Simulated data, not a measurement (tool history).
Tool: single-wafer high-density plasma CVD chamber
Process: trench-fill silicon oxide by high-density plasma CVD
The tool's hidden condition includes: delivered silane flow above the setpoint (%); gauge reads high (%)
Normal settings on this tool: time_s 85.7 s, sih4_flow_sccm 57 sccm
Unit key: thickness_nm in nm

run   hour  time_s  sih4_flow_sccm  wafers since the last listed run  hours since the silane flow controller was replaced  hours since the gauge calibration  read-back reference wafer on the same gauge, thickness_nm  thickness_nm
  1    0.0    85.7              63                                 0                                               4665.8                              140.4                                                    524.685       553.361
  2   16.3    85.7              63                               237                                               4682.1                              156.7                                                    524.414       554.554
  3   33.5    85.7              63                               250                                               4699.3                              173.9                                                    524.145       554.207
  4   41.7    85.7              57                               119                                               4707.5                              182.1                                                    524.037       498.963
  5   56.7    85.7              57                               218                                               4722.5                              197.1                                                    523.801       499.007
  6   66.8    85.7              57                               147                                               4732.6                              207.2                                                    523.652       499.622
  7   79.0    85.7              57                               177                                               4744.8                              219.4                                                    523.567       499.596
  8   94.4    85.7              57                               224                                               4760.2                              234.8                                                    523.382       499.896
  9  108.9    85.7              52                               211                                               4774.7                              249.3                                                    523.216       456.509
 10  124.3    85.7              52                               224                                               4790.1                              264.7                                                    523.252       457.115
 11  133.6    85.7              52                               135                                               4799.4                              274.0                                                    522.876       455.251
 12  140.0    85.7              60                                93                                               4805.8                              280.4                                                    523.029       526.970
     152.9  -- silane flow controller replaced
 13  153.4    85.7              60                                78                                                  0.5                              293.8                                                    522.862       526.005
     166.3  -- gauge calibrated
 14  168.0    85.7              57                               212                                                 15.1                                1.7                                                    529.954       505.083
 15  180.6    85.7              57                               183                                                 27.7                               14.3                                                    529.061       505.221
 16  189.4    85.7              57                               128                                                 36.5                               23.1                                                    528.580       504.070
 17  198.3    70.9              61                               129                                                 45.4                               32.0                                                    528.390       446.617
 18  204.5    91.3              57                                90                                                 51.6                               38.2                                                    527.948       537.527
 19  220.8    96.7              65                               237                                                 67.9                               54.5                                                    527.202       646.420
 20  233.5    99.9              54                               185                                                 80.6                               67.2                                                    526.254       554.970
 21  244.7    76.4              64                               163                                                 91.8                               78.4                                                    526.275       503.940
 22  255.0    96.3              46                               150                                                102.1                               88.7                                                    525.813       454.566
 23  271.6    85.7              57                               242                                                118.7                              105.3                                                    525.431       501.231
 24  277.8    74.2              57                                90                                                124.9                              111.5                                                    525.161       434.375
 25  292.3    85.7              52                               211                                                139.4                              126.0                                                    524.622       457.503
 26  304.5   100.7              50                               177                                                151.6                              138.2                                                    524.558       516.810
 27  311.3   101.8              50                                99                                                158.4                              145.0                                                    524.347       521.287
 28  324.1    71.7              57                               186                                                171.2                              157.8                                                    524.194       418.612
 29  339.4    85.7              57                               223                                                186.5                              173.1                                                    523.822       500.217

What if the next run were any one of these 5? Each begins from the tool's condition after run 29:
  A  339.8    85.7              57                                 5                                                186.9                              173.5                                                          ?             ?
  B  339.8    99.4              57                                 5                                                186.9                              173.5                                                          ?             ?
  C  339.8    68.7              57                                 5                                                186.9                              173.5                                                          ?             ?
  D  339.8    99.9              66                                 5                                                186.9                              173.5                                                          ?             ?
  E  339.8    74.8              65                                 5                                                186.9                              173.5                                                          ?             ?

run  read-back reference wafer on the same gauge, thickness_nm  thickness_nm
  A                                                    523.970       499.321
  B                                                    523.970       579.143
  C                                                    523.970       400.273
  D                                                    523.970       673.960
  E                                                    523.970       496.981
Had the tool no hidden state, the same runs would have come out as:
run  thickness_nm
  A       505.186
  B       585.945
  C       404.974
  D       681.875
  E       502.818
